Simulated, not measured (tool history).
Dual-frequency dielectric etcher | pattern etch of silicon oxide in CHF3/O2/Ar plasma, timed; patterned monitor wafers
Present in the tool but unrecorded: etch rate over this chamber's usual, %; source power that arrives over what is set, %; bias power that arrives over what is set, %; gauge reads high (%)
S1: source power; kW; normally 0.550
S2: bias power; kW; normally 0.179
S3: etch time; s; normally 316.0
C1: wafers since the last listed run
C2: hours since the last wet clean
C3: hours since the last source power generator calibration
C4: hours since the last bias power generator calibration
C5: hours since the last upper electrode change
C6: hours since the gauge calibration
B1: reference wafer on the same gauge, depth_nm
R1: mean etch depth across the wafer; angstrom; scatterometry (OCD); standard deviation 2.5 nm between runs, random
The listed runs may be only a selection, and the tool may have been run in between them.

run	hour	S1	S2	S3	C1	C2	C3	C4	C5	C6	B1	R1
1	0.0	0.550	0.199	316.0	0	358.8	1776.5	1870.1	5156.3	324.2	652.6	6211
2	8.5	0.550	0.199	316.0	34	367.3	1785.0	1878.6	5164.8	332.7	653.1	6246
# hour 9.0: gauge calibrated
3	15.2	0.550	0.168	335.5	27	374.0	1791.7	1885.3	5171.5	6.2	653.3	6214
4	30.9	0.660	0.179	316.0	63	389.7	1807.4	1901.0	5187.2	21.9	653.4	6294
5	48.6	0.660	0.179	316.0	72	407.4	1825.1	1918.7	5204.9	39.6	653.0	6263
6	62.0	0.550	0.179	316.0	54	420.8	1838.5	1932.1	5218.3	53.0	653.2	5948
# hour 70.1: source power generator calibrated
7	76.5	0.550	0.179	316.0	42	435.3	6.4	1946.6	5232.8	67.5	652.6	5936
# hour 107.6: wet clean of the chamber
# hour 123.1: upper electrode replaced
8	123.6	0.550	0.179	390.0	31	16.0	53.5	1993.7	0.5	114.6	653.4	7617
9	124.0	0.620	0.179	316.0	1	16.4	53.9	1994.1	0.9	115.0	652.7	6391
10	127.7	0.640	0.179	250.5	15	20.1	57.6	1997.8	4.6	118.7	653.1	5076
11	139.8	0.430	0.152	316.0	49	32.2	69.7	2009.9	16.7	130.8	653.1	5445
12	146.5	0.460	0.218	257.5	27	38.9	76.4	2016.6	23.4	137.5	652.8	5218
13	161.6	0.550	0.179	316.0	61	54.0	91.5	2031.7	38.5	152.6	653.9	6160
14	175.1	0.660	0.139	285.5	54	67.5	105.0	2045.2	52.0	166.1	653.1	5261
15	185.4	0.430	0.219	395.0	41	77.8	115.3	2055.5	62.3	176.4	652.5	7927
# hour 191.6: bias power generator calibrated
16	200.2	0.430	0.179	221.5	43	92.6	130.1	8.6	77.1	191.2	653.1	4086
17	206.6	0.450	0.179	261.5	26	99.0	136.5	15.0	83.5	197.6	652.8	4839

What will run 18 give?
18	214.0	0.550	0.179	316.0	30	106.4	143.9	22.4	90.9	205.0	?	?

{"run 18": {"B1": 652.8, "R1": 6122}}
Take away the tool's hidden state, keep the run-to-run variation as it was, and the same run would have given R1 6139 angstrom.
